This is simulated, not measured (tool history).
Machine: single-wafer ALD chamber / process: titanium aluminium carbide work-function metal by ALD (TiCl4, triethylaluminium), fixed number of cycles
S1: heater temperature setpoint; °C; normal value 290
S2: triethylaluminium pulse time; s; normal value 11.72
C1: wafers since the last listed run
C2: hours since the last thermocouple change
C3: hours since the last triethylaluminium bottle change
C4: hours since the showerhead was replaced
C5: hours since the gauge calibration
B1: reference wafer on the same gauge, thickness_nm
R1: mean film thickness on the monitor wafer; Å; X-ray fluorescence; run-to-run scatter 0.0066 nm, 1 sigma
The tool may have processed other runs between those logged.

run 1 hour=0 | S1=290 S2=11.72 | C1=0 C2=2930.3 C3=863.1 C4=5155.4 C5=492.4 | B1=2.273 | R1=19.22
run 2 hour=16.2 | S1=301 S2=11.72 | C1=120 C2=2946.5 C3=879.3 C4=5171.6 C5=508.6 | B1=2.266 | R1=20.44
run 3 hour=33.7 | S1=301 S2=11.72 | C1=130 C2=2964 C3=896.8 C4=5189.1 C5=526.1 | B1=2.27 | R1=20.2
run 4 hour=42.3 | S1=290 S2=11.72 | C1=63 C2=2972.6 C3=905.4 C4=5197.7 C5=534.7 | B1=2.268 | R1=19.15
-- hour=55.9 showerhead replaced
run 5 hour=56.4 | S1=297 S2=11.72 | C1=45 C2=2986.7 C3=919.5 C4=0.5 C5=548.8 | B1=2.271 | R1=19.91
run 6 hour=63.8 | S1=290 S2=11.72 | C1=55 C2=2994.1 C3=926.9 C4=7.9 C5=556.2 | B1=2.269 | R1=19.13
run 7 hour=80.4 | S1=290 S2=11.72 | C1=123 C2=3010.7 C3=943.5 C4=24.5 C5=572.8 | B1=2.269 | R1=19.08
run 8 hour=98 | S1=290 S2=11.72 | C1=130 C2=3028.3 C3=961.1 C4=42.1 C5=590.4 | B1=2.267 | R1=19.09
run 9 hour=104.4 | S1=290 S2=11.72 | C1=47 C2=3034.7 C3=967.5 C4=48.5 C5=596.8 | B1=2.27 | R1=19.06
run 10 hour=117.9 | S1=290 S2=11.72 | C1=100 C2=3048.2 C3=981 C4=62 C5=610.3 | B1=2.269 | R1=19
run 11 hour=134.8 | S1=283 S2=9.48 | C1=125 C2=3065.1 C3=997.9 C4=78.9 C5=627.2 | B1=2.273 | R1=17.67
-- hour=148.9 triethylaluminium bottle replaced
-- hour=156.3 thermocouple changed; heater temperature recalibrated
run 12 hour=156.8 | S1=290 S2=11.72 | C1=49 C2=0.5 C3=7.9 C4=100.9 C5=649.2 | B1=2.271 | R1=19.77
run 13 hour=157.1 | S1=285 S2=11.72 | C1=2 C2=0.8 C3=8.2 C4=101.2 C5=649.5 | B1=2.269 | R1=19.2
run 14 hour=164.3 | S1=290 S2=8.26 | C1=53 C2=8 C3=15.4 C4=108.4 C5=656.7 | B1=2.267 | R1=19.24
-- hour=181.4 gauge calibrated
run 15 hour=181.9 | S1=290 S2=11.72 | C1=130 C2=25.6 C3=33 C4=126 C5=0.5 | B1=2.27 | R1=19.73
run 16 hour=196.9 | S1=276 S2=13.04 | C1=111 C2=40.6 C3=48 C4=141 C5=15.5 | B1=2.27 | R1=18.53
run 17 hour=204.4 | S1=302 S2=8.75 | C1=55 C2=48.1 C3=55.5 C4=148.5 C5=23 | B1=2.272 | R1=20.45
run 18 hour=221.5 | S1=290 S2=11.72 | C1=127 C2=65.2 C3=72.6 C4=165.6 C5=40.1 | B1=2.267 | R1=19.91
run 19 hour=230.1 | S1=296 S2=16.31 | C1=63 C2=73.8 C3=81.2 C4=174.2 C5=48.7 | B1=2.268 | R1=20.56
run 20 hour=236.5 | S1=304 S2=7.54 | C1=47 C2=80.2 C3=87.6 C4=180.6 C5=55.1 | B1=2.271 | R1=20.35
run 21 hour=245.6 | S1=283 S2=10.11 | C1=67 C2=89.3 C3=96.7 C4=189.7 C5=64.2 | B1=2.267 | R1=18.85
run 22 hour=253.8 | S1=297 S2=10.07 | C1=60 C2=97.5 C3=104.9 C4=197.9 C5=72.4 | B1=2.27 | R1=20.24
run 23 hour=263.1 | S1=298 S2=7.91 | C1=69 C2=106.8 C3=114.2 C4=207.2 C5=81.7 | B1=2.27 | R1=19.88
run 24 hour=275.1 | S1=296 S2=16.31 | C1=89 C2=118.8 C3=126.2 C4=219.2 C5=93.7 | B1=2.272 | R1=20.74
run 25 hour=291.7 | S1=290 S2=11.72 | C1=123 C2=135.4 C3=142.8 C4=235.8 C5=110.3 | B1=2.27 | R1=19.63
run 26 hour=309.2 | S1=295 S2=9.85 | C1=130 C2=152.9 C3=160.3 C4=253.3 C5=127.8 | B1=2.27 | R1=19.84
run 27 hour=322.1 | S1=290 S2=8.26 | C1=95 C2=165.8 C3=173.2 C4=266.2 C5=140.7 | B1=2.267 | R1=19.07
run 28 hour=337.2 | S1=290 S2=7.12 | C1=112 C2=180.9 C3=188.3 C4=281.3 C5=155.8 | B1=2.273 | R1=18.92
run 29 hour=348.5 | S1=295 S2=12.97 | C1=84 C2=192.2 C3=199.6 C4=292.6 C5=167.1 | B1=2.271 | R1=20.38
run 30 hour=357.1 | S1=301 S2=12.93 | C1=63 C2=200.8 C3=208.2 C4=301.2 C5=175.7 | B1=2.268 | R1=20.94
run 31 hour=370.4 | S1=279 S2=8.68 | C1=98 C2=214.1 C3=221.5 C4=314.5 C5=189 | B1=2.269 | R1=18.1
run 32 hour=383.8 | S1=290 S2=11.72 | C1=99 C2=227.5 C3=234.9 C4=327.9 C5=202.4 | B1=2.271 | R1=19.66

For each run, what was the tool's unlogged condition?
wafer temperature above the value expected at the setpoint (K): 0 in every run
gauge reads high (%): 0 in every run
H1: triethylaluminium dose above that of a fresh bottle (%)
run=1 H1=-29.1
run=2 H1=-30.1
run=3 H1=-31.2
run=4 H1=-31.8
run=5 H1=-32.7
run=6 H1=-33.2
run=7 H1=-34.3
run=8 H1=-35.5
run=9 H1=-35.9
run=10 H1=-36.9
run=11 H1=-38.1
run=12 H1=-2.42
run=13 H1=-2.42
run=14 H1=-2.43
run=15 H1=-2.46
run=16 H1=-2.5
run=17 H1=-2.53
run=18 H1=-2.61
run=19 H1=-2.66
run=20 H1=-2.7
run=21 H1=-2.76
run=22 H1=-2.81
run=23 H1=-2.89
run=24 H1=-2.99
run=25 H1=-3.15
run=26 H1=-3.34
run=27 H1=-3.5
run=28 H1=-3.69
run=29 H1=-3.85
run=30 H1=-3.98
run=31 H1=-4.18
run=32 H1=-4.4

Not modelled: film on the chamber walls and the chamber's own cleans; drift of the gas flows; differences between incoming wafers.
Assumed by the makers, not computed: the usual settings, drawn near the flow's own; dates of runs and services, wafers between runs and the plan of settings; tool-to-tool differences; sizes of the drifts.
